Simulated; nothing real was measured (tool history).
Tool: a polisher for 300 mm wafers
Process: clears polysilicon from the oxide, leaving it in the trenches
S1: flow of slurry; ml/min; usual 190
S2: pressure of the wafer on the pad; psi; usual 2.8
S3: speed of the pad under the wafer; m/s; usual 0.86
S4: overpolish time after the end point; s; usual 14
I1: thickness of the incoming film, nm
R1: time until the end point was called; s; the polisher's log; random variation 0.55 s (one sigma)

run,hour,S1,S2,S3,S4,I1,R1
1,0.0,190,2.8,0.86,14,589.4,44.1
# hour 10.0: worn pad replaced by a new one
2,10.5,190,2.8,0.86,14,598.6,42.5
3,16.1,190,2.8,0.86,14,604.8,42.3
4,33.4,235,2.8,0.86,11,590.5,42.3
5,44.3,235,2.8,0.86,11,587.2,42.4
6,56.8,190,3.2,0.86,14,595.8,38.0
7,63.5,190,2.8,0.64,14,598.7,59.1
8,71.7,190,2.8,0.64,14,595.9,59.8
9,85.2,190,2.8,0.64,14,604.2,60.6
# hour 102.6: worn pad replaced by a new one
10,123.1,130,3.8,0.86,11,599.0,38.6
# hour 124.3: slurry nozzle cleaned
11,130.4,155,3.6,0.86,14,595.9,39.5
12,145.5,190,2.8,1.14,14,601.8,37.6
# hour 155.8: worn pad replaced by a new one, repeated, since the last time left the tool worse
13,162.6,190,2.8,0.86,14,610.1,43.3
# hour 186.3: head pressure recalibrated
14,202.7,190,2.8,0.86,14,600.2,44.6
15,209.7,190,2.8,0.86,14,598.9,44.5
16,217.7,140,2.8,0.76,20,598.2,53.9
17,227.3,245,1.9,0.72,14,606.2,76.8
# hour 240.8: worn pad replaced by a new one
18,241.8,220,2.3,0.94,21,606.4,47.0
19,253.3,190,2.5,0.74,14,606.8,56.0

What the log doesn't show, run by run:
slurry flow missing at the pad, %: 0 in every run
deviation of the head's pressure from its setpoint, %: 0 in every run
H1: removal rate lost through wear of the pad, %
run,H1
1,5.58
2,0.356
3,0.752
4,1.98
5,2.75
6,3.63
7,4.11
8,4.69
9,5.64
10,13.3
11,13.8
12,14.9
13,0.981
14,3.82
15,4.31
16,4.88
17,5.56
18,0.75
19,1.56
